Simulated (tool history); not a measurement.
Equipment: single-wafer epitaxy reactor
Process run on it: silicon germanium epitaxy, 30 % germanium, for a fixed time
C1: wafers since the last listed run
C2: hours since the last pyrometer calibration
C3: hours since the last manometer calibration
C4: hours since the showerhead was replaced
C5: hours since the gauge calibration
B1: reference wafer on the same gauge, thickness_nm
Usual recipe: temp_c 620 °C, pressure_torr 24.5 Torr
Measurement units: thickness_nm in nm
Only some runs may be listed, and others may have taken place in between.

Run 1, day 0.000: usual settings but pressure_torr 28.2 Torr; C1 0; C2 2210.5; C3 681.0; C4 6213.4; C5 418.5; B1 92.833. Result: thickness_nm 97.817 nm.
Run 2, day 3.208: usual settings; C1 1341; C2 2287.5; C3 758.0; C4 6290.4; C5 495.5; B1 92.708. Result: thickness_nm 92.960 nm.
Run 3, day 3.833: usual settings; C1 261; C2 2302.5; C3 773.0; C4 6305.4; C5 510.5; B1 92.745. Result: thickness_nm 93.169 nm.
Run 4, day 5.296: usual settings; C1 611; C2 2337.6; C3 808.1; C4 6340.5; C5 545.6; B1 92.806. Result: thickness_nm 93.054 nm.
Run 5, day 5.800: usual settings; C1 210; C2 2349.7; C3 820.2; C4 6352.6; C5 557.7; B1 92.798. Result: thickness_nm 93.018 nm.
Run 6, day 6.729: usual settings; C1 388; C2 2372.0; C3 842.5; C4 6374.9; C5 580.0; B1 92.848. Result: thickness_nm 92.649 nm.
Run 7, day 7.283: usual settings but temp_c 628 °C; C1 231; C2 2385.3; C3 855.8; C4 6388.2; C5 593.3; B1 92.734. Result: thickness_nm 104.889 nm.
Run 8, day 8.733: usual settings; C1 606; C2 2420.1; C3 890.6; C4 6423.0; C5 628.1; B1 92.797. Result: thickness_nm 93.425 nm.
At day 10.696: gauge calibrated.
Run 9, day 12.425: usual settings; C1 1543; C2 2508.7; C3 979.2; C4 6511.6; C5 41.5; B1 92.734. Result: thickness_nm 92.802 nm.
Run 10, day 13.704: usual settings; C1 534; C2 2539.4; C3 1009.9; C4 6542.3; C5 72.2; B1 92.844. Result: thickness_nm 92.823 nm.
Run 11, day 16.900: usual settings but temp_c 627 °C, pressure_torr 23.1 Torr; C1 1335; C2 2616.1; C3 1086.6; C4 6619.0; C5 148.9; B1 92.777. Result: thickness_nm 101.064 nm.
At day 17.425: pyrometer calibrated.
Run 12, day 18.067: usual settings; C1 348; C2 15.4; C3 1114.6; C4 6647.0; C5 176.9; B1 92.790. Result: thickness_nm 92.859 nm.
Run 13, day 19.050: usual settings; C1 411; C2 39.0; C3 1138.2; C4 6670.6; C5 200.5; B1 92.806. Result: thickness_nm 92.752 nm.
Run 14, day 19.600: usual settings; C1 229; C2 52.2; C3 1151.4; C4 6683.8; C5 213.7; B1 92.836. Result: thickness_nm 92.979 nm.
Run 15, day 20.904: usual settings; C1 545; C2 83.5; C3 1182.7; C4 6715.1; C5 245.0; B1 92.784. Result: thickness_nm 92.708 nm.
Run 16, day 21.771: usual settings but temp_c 613 °C; C1 362; C2 104.3; C3 1203.5; C4 6735.9; C5 265.8; B1 92.833. Result: thickness_nm 83.326 nm.
Run 17, day 22.562: usual settings but temp_c 606 °C; C1 330; C2 123.3; C3 1222.5; C4 6754.9; C5 284.8; B1 92.836. Result: thickness_nm 74.681 nm.
Run 18, day 23.779: usual settings; C1 508; C2 152.5; C3 1251.7; C4 6784.1; C5 314.0; B1 92.733. Result: thickness_nm 93.263 nm.
Run 19, day 24.775: usual settings but pressure_torr 21.8 Torr; C1 416; C2 176.4; C3 1275.6; C4 6808.0; C5 337.9; B1 92.815. Result: thickness_nm 89.215 nm.
At day 26.558: capacitance manometer re-zeroed and calibrated.
Run 20, day 26.579: usual settings but temp_c 611 °C, pressure_torr 20.4 Torr; C1 614; C2 219.7; C3 0.5; C4 6851.3; C5 381.2; B1 92.900. Result: thickness_nm 75.657 nm.
Run 21, day 27.000: usual settings; C1 175; C2 229.8; C3 10.6; C4 6861.4; C5 391.3; B1 92.678. Result: thickness_nm 93.122 nm.
Run 22, day 28.350: usual settings but pressure_torr 27.4 Torr; C1 564; C2 262.2; C3 43.0; C4 6893.8; C5 423.7; B1 92.859. Result: thickness_nm 96.808 nm.
Run 23, day 29.621: usual settings; C1 531; C2 292.7; C3 73.5; C4 6924.3; C5 454.2; B1 92.833. Result: thickness_nm 93.248 nm.
Run 24, day 30.317: usual settings but temp_c 626 °C, pressure_torr 26.2 Torr; C1 290; C2 309.4; C3 90.2; C4 6941.0; C5 470.9; B1 92.792. Result: thickness_nm 104.692 nm.
Run 25, day 30.850: usual settings but temp_c 635 °C, pressure_torr 18.9 Torr; C1 222; C2 322.2; C3 103.0; C4 6953.8; C5 483.7; B1 92.824. Result: thickness_nm 106.469 nm.
At day 31.200: showerhead replaced.
Run 26, day 32.271: usual settings but temp_c 610 °C; C1 454; C2 356.3; C3 137.1; C4 25.7; C5 517.8; B1 92.793. Result: thickness_nm 79.625 nm.
Run 27, day 33.375: usual settings but temp_c 624 °C, pressure_torr 29.3 Torr; C1 461; C2 382.8; C3 163.6; C4 52.2; C5 544.3; B1 92.895. Result: thickness_nm 105.072 nm.
Run 28, day 34.571: usual settings but temp_c 631 °C, pressure_torr 28.7 Torr; C1 499; C2 411.5; C3 192.3; C4 80.9; C5 573.0; B1 92.751. Result: thickness_nm 116.069 nm.
At day 35.325: gauge calibrated.
Run 29, day 35.325: usual settings; C1 315; C2 429.6; C3 210.4; C4 99.0; C5 0.0; B1 92.793. Result: thickness_nm 92.608 nm.
Run 30, day 36.800: usual settings but temp_c 609 °C, pressure_torr 20.9 Torr; C1 616; C2 465.0; C3 245.8; C4 134.4; C5 35.4; B1 92.819. Result: thickness_nm 74.233 nm.
Run 31, day 37.500: usual settings but pressure_torr 29.6 Torr; C1 292; C2 481.8; C3 262.6; C4 151.2; C5 52.2; B1 92.809. Result: thickness_nm 99.699 nm.
Run 32, day 38.308: usual settings; C1 337; C2 501.2; C3 282.0; C4 170.6; C5 71.6; B1 92.890. Result: thickness_nm 93.285 nm.
Run 33, day 38.896: usual settings but temp_c 627 °C, pressure_torr 23.1 Torr; C1 245; C2 515.3; C3 296.1; C4 184.7; C5 85.7; B1 92.748. Result: thickness_nm 101.317 nm.
Run 34, day 39.950: usual settings but temp_c 631 °C; C1 440; C2 540.6; C3 321.4; C4 210.0; C5 111.0; B1 92.880. Result: thickness_nm 109.571 nm.
Run 35, day 40.783: usual settings but temp_c 626 °C, pressure_torr 29.7 Torr; C1 348; C2 560.6; C3 341.4; C4 230.0; C5 131.0; B1 92.831. Result: thickness_nm 109.013 nm.

Across each entry between runs, compare the hidden state at the last listed run before it with the hidden state at the first listed run after it:
Run 8 -> run 9: gauge calibrated (day 10.696)
  no difference in the tool's unlogged condition between these two runs
Run 11 -> run 12: pyrometer calibrated (day 17.425)
  no difference in the tool's unlogged condition between these two runs
Run 19 -> run 20: capacitance manometer re-zeroed and calibrated (day 26.558)
  no difference in the tool's unlogged condition between these two runs
Run 25 -> run 26: showerhead replaced (day 31.200)
  no difference in the tool's unlogged condition between these two runs
Run 28 -> run 29: gauge calibrated (day 35.325)
  no difference in the tool's unlogged condition between these two runs
